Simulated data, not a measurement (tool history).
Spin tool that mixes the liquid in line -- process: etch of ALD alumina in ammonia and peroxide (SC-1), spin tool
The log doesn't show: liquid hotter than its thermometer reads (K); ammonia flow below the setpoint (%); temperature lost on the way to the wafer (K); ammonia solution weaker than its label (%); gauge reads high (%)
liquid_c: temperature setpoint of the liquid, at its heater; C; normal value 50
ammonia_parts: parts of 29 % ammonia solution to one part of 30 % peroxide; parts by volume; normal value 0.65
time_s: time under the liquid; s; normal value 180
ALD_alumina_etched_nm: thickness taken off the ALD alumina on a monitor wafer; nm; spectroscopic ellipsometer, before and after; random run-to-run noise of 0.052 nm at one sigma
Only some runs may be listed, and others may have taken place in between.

run    day  liquid_c  ammonia_parts  time_s  wafers since the last listed run  hours since the thermometer was replaced  hours since the ammonia flow meter was replaced  hours since the heated supply line was repaired  hours since the drum of ammonia solution was connected  hours since the gauge calibration  read-back film thickness of the ALD alumina reference wafer, read on the same gauge (nm)  ALD_alumina_etched_nm
  1      0        50           0.85     180                                 0                                     842.6                                           1289.7                                           2788.4                                                   147.7                              176.9                                                                                    129.98                   8.65
  2  1.146        50           0.85     180                               208                                     870.1                                           1317.2                                           2815.9                                                   175.2                              204.4                                                                                       130                   8.63
  3  2.438        50           0.85     180                               235                                     901.1                                           1348.2                                           2846.9                                                   206.2                              235.4                                                                                       130                   8.64
  4  3.217        50           0.65     180                               142                                     919.8                                           1366.9                                           2865.6                                                   224.9                              254.1                                                                                    129.98                   8.48
  5  4.292        50           0.65     180                               196                                     945.6                                           1392.7                                           2891.4                                                   250.7                              279.9                                                                                       130                   8.47
  6  5.471        50           0.65     180                               215                                     973.9                                             1421                                           2919.7                                                     279                              308.2                                                                                    130.03                   8.52
     6.296  -- ammonia flow meter replaced
  7  6.946        50           0.55     180                               261                                    1009.3                                             15.6                                           2955.1                                                   314.4                              343.6                                                                                    129.98                   8.39
  8  7.762        50           0.55     180                               148                                    1028.9                                             35.2                                           2974.7                                                     334                              363.2                                                                                    130.01                   8.38
       9.1  -- thermometer replaced
  9  9.221        53           0.65     180                               258                                       2.9                                             70.2                                           3009.7                                                     369                              398.2                                                                                       130                   8.86

Expected results for the next run?
     10.262  -- heated supply line repaired
     10.367  -- gauge calibrated
 10  10.512      47.5            0.8     245                               227                                      33.9                                            101.2                                                6                                                     400                                3.5                                                                                         ?                      ?

Logged for run 10: read-back film thickness of the ALD alumina reference wafer, read on the same gauge (nm) 130.02, ALD_alumina_etched_nm 11.35 nm.
Take away the tool's hidden state, keep the run-to-run variation as it was, and the same run would have given ALD_alumina_etched_nm 11.57 nm.

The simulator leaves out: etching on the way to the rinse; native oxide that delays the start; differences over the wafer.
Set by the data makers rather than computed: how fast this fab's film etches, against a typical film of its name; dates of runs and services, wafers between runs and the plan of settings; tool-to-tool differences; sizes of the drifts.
